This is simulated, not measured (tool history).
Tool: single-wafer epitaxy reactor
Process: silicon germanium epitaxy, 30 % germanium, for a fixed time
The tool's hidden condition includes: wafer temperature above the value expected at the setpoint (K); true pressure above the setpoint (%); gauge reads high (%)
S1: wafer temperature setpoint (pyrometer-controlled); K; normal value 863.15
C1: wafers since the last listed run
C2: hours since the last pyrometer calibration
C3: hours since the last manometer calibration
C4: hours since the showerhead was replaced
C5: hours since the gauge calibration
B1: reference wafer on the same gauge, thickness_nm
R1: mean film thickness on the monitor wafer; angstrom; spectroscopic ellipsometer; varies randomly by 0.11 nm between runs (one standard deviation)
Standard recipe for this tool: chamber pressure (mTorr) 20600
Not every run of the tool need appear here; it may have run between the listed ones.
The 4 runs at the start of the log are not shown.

{"run": 5, "hour": 238.1, "S1": 860.15, "chamber pressure (mTorr)": 20600, "C1": 1746, "C2": 1039.3, "C3": 910.8, "C4": 3834.7, "C5": 735.8, "B1": 55.785, "R1": 458.93}
{"run": 6, "hour": 302.8, "S1": 863.15, "chamber pressure (mTorr)": 20600, "C1": 1679, "C2": 1104, "C3": 975.5, "C4": 3899.4, "C5": 800.5, "B1": 55.791, "R1": 489.99}
{"run": 7, "hour": 369.5, "S1": 863.15, "chamber pressure (mTorr)": 20600, "C1": 1730, "C2": 1170.7, "C3": 1042.2, "C4": 3966.1, "C5": 867.2, "B1": 55.819, "R1": 486.9}
{"run": 8, "hour": 436.6, "S1": 863.15, "chamber pressure (mTorr)": 20600, "C1": 1741, "C2": 1237.8, "C3": 1109.3, "C4": 4033.2, "C5": 934.3, "B1": 55.814, "R1": 487.53}
{"run": 9, "hour": 468.2, "S1": 863.15, "chamber pressure (mTorr)": 20600, "C1": 820, "C2": 1269.4, "C3": 1140.9, "C4": 4064.8, "C5": 965.9, "B1": 55.802, "R1": 489.53}
{"run": 10, "hour": 499.2, "S1": 863.15, "chamber pressure (mTorr)": 20600, "C1": 804, "C2": 1300.4, "C3": 1171.9, "C4": 4095.8, "C5": 996.9, "B1": 55.8, "R1": 488.06}
{"run": 11, "hour": 567.7, "S1": 863.15, "chamber pressure (mTorr)": 16900, "C1": 1777, "C2": 1368.9, "C3": 1240.4, "C4": 4164.3, "C5": 1065.4, "B1": 55.826, "R1": 457.9}
{"run": 12, "hour": 624.6, "S1": 863.15, "chamber pressure (mTorr)": 16900, "C1": 1476, "C2": 1425.8, "C3": 1297.3, "C4": 4221.2, "C5": 1122.3, "B1": 55.796, "R1": 454.83}
{"run": 13, "hour": 648.9, "S1": 863.15, "chamber pressure (mTorr)": 16900, "C1": 630, "C2": 1450.1, "C3": 1321.6, "C4": 4245.5, "C5": 1146.6, "B1": 55.805, "R1": 454.74}
{"run": 14, "hour": 718.3, "S1": 863.15, "chamber pressure (mTorr)": 21600, "C1": 1800, "C2": 1519.5, "C3": 1391, "C4": 4314.9, "C5": 1216, "B1": 55.784, "R1": 494.59}
{"hour": 752.6, "done": "gauge calibrated"}
{"run": 15, "hour": 770.6, "S1": 863.15, "chamber pressure (mTorr)": 21600, "C1": 1357, "C2": 1571.8, "C3": 1443.3, "C4": 4367.2, "C5": 18, "B1": 55.766, "R1": 492.83}
{"run": 16, "hour": 811.7, "S1": 863.15, "chamber pressure (mTorr)": 21600, "C1": 1066, "C2": 1612.9, "C3": 1484.4, "C4": 4408.3, "C5": 59.1, "B1": 55.797, "R1": 492.72}
{"hour": 872.5, "done": "capacitance manometer re-zeroed and calibrated"}
{"run": 17, "hour": 873.0, "S1": 871.15, "chamber pressure (mTorr)": 24100, "C1": 1383, "C2": 1674.2, "C3": 0.5, "C4": 4469.6, "C5": 120.4, "B1": 55.78, "R1": 609.54}
{"run": 18, "hour": 904.6, "S1": 863.15, "chamber pressure (mTorr)": 24700, "C1": 820, "C2": 1705.8, "C3": 32.1, "C4": 4501.2, "C5": 152, "B1": 55.813, "R1": 520.45}
{"hour": 969.4, "done": "showerhead replaced"}
{"run": 19, "hour": 974.3, "S1": 871.15, "chamber pressure (mTorr)": 17800, "C1": 1601, "C2": 1775.5, "C3": 101.8, "C4": 4.9, "C5": 221.7, "B1": 55.836, "R1": 549.56}
{"run": 20, "hour": 1032.4, "S1": 863.15, "chamber pressure (mTorr)": 20600, "C1": 1507, "C2": 1833.6, "C3": 159.9, "C4": 63, "C5": 279.8, "B1": 55.77, "R1": 490.32}
{"run": 21, "hour": 1087.5, "S1": 863.15, "chamber pressure (mTorr)": 20600, "C1": 1429, "C2": 1888.7, "C3": 215, "C4": 118.1, "C5": 334.9, "B1": 55.804, "R1": 490.14}
{"run": 22, "hour": 1207.3, "S1": 863.15, "chamber pressure (mTorr)": 20600, "C1": 3108, "C2": 2008.5, "C3": 334.8, "C4": 237.9, "C5": 454.7, "B1": 55.81, "R1": 491.42}
{"run": 23, "hour": 1352.2, "S1": 863.15, "chamber pressure (mTorr)": 20600, "C1": 3760, "C2": 2153.4, "C3": 479.7, "C4": 382.8, "C5": 599.6, "B1": 55.824, "R1": 490.57}

Run 24 is up next; what results do you expect?
{"run": 24, "hour": 1398.8, "S1": 851.15, "chamber pressure (mTorr)": 23500, "C1": 1209, "C2": 2200, "C3": 526.3, "C4": 429.4, "C5": 646.2, "B1": "?", "R1": "?"}

For run 24 the tool returned B1 55.826, R1 400.28 angstrom.
Had the tool carried no hidden state, the very same run would have given R1 401.51 angstrom.
